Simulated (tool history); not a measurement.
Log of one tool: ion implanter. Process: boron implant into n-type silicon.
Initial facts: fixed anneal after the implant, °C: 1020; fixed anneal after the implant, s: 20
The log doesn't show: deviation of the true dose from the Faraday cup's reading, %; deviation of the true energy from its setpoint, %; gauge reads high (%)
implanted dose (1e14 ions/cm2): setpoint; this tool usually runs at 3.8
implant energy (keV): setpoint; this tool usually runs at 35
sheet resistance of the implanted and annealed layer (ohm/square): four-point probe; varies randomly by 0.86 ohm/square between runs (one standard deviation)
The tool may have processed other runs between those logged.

| run | hour | implanted dose (1e14 ions/cm2) | implant energy (keV) | wafers since the last listed run | hours since the last dose calibration | hours since the extraction supply was calibrated | hours since the gauge calibration | read-back reference wafer on the same gauge, sheet resistance | sheet resistance of the implanted and annealed layer (ohm/square) |
|---|---|---|---|---|---|---|---|---|---|
| 1 | 0 | 3.8 | 35 | 0 | 1976.9 | 4958.8 | 81.9 | 238.96 | 233.48 |
| 2 | 68.6 | 3.8 | 35 | 790 | 2045.5 | 5027.4 | 150.5 | 238.78 | 233.35 |
| 3 | 101.4 | 3.8 | 35 | 377 | 2078.3 | 5060.2 | 183.3 | 239.1 | 232.85 |
| 4 | 135.5 | 3.8 | 35 | 392 | 2112.4 | 5094.3 | 217.4 | 239.28 | 233.7 |
| 5 | 177 | 3.8 | 35 | 478 | 2153.9 | 5135.8 | 258.9 | 239.06 | 232.94 |
| 6 | 202.5 | 3.8 | 35 | 293 | 2179.4 | 5161.3 | 284.4 | 239.11 | 233.88 |
| 7 | 270.8 | 3.8 | 35 | 786 | 2247.7 | 5229.6 | 352.7 | 238.93 | 233.79 |
| 8 | 327.8 | 3.8 | 35 | 656 | 2304.7 | 5286.6 | 409.7 | 238.87 | 232.05 |
|  | 396.2 | Faraday cup replaced and dose calibrated |
| 9 | 396.7 | 3.8 | 44.5 | 701 | 0.5 | 5355.5 | 478.6 | 238.8 | 235.53 |
| 10 | 441.2 | 3.8 | 35 | 512 | 45 | 5400 | 523.1 | 238.89 | 240.61 |
| 11 | 483.4 | 3.8 | 35 | 486 | 87.2 | 5442.2 | 565.3 | 238.97 | 240.26 |
| 12 | 537.1 | 3.22 | 26 | 618 | 140.9 | 5495.9 | 619 | 238.99 | 282.61 |
| 13 | 587.6 | 4.34 | 46 | 581 | 191.4 | 5546.4 | 669.5 | 239.33 | 208.93 |
| 14 | 614.2 | 3.13 | 41.5 | 306 | 218 | 5573 | 696.1 | 238.64 | 274.66 |
| 15 | 641.8 | 3.05 | 38.5 | 317 | 245.6 | 5600.6 | 723.7 | 239.03 | 283.62 |
| 16 | 682.3 | 3.8 | 35 | 466 | 286.1 | 5641.1 | 764.2 | 239.43 | 238.97 |
| 17 | 725.5 | 3.46 | 39.5 | 497 | 329.3 | 5684.3 | 807.4 | 239.01 | 253.79 |
|  | 810.9 | extraction supply calibrated |
|  | 828.7 | gauge calibrated |
| 18 | 877.2 | 3.36 | 31.5 | 1655 | 481 | 66.3 | 48.5 | 238.91 | 266.03 |
| 19 | 946.9 | 2.91 | 28 | 802 | 550.7 | 136 | 118.2 | 238.99 | 302.39 |
| 20 | 1008.7 | 2.77 | 27.5 | 711 | 612.5 | 197.8 | 180 | 239.16 | 313.48 |
| 21 | 1061.5 | 3.47 | 24.5 | 608 | 665.3 | 250.6 | 232.8 | 239.3 | 266.13 |
| 22 | 1098.3 | 4.34 | 46 | 423 | 702.1 | 287.4 | 269.6 | 238.57 | 207.3 |

Difference, measured minus no-hidden-state, one row per run. Run-to-run variation is common to both terms; the gauge's own scatter need not be:
| run | sheet resistance of the implanted and annealed layer (ohm/square) |
|---|---|
| 1 | -7.57 |
| 2 | -7.6 |
| 3 | -7.61 |
| 4 | -7.66 |
| 5 | -7.65 |
| 6 | -7.7 |
| 7 | -7.72 |
| 8 | -7.69 |
| 9 | +0.9 |
| 10 | +0.46 |
| 11 | +0.05 |
| 12 | -0.51 |
| 13 | -0.75 |
| 14 | -1.2 |
| 15 | -1.48 |
| 16 | -1.57 |
| 17 | -1.97 |
| 18 | -3.06 |
| 19 | -3.9 |
| 20 | -4.42 |
| 21 | -4.02 |
| 22 | -3.3 |

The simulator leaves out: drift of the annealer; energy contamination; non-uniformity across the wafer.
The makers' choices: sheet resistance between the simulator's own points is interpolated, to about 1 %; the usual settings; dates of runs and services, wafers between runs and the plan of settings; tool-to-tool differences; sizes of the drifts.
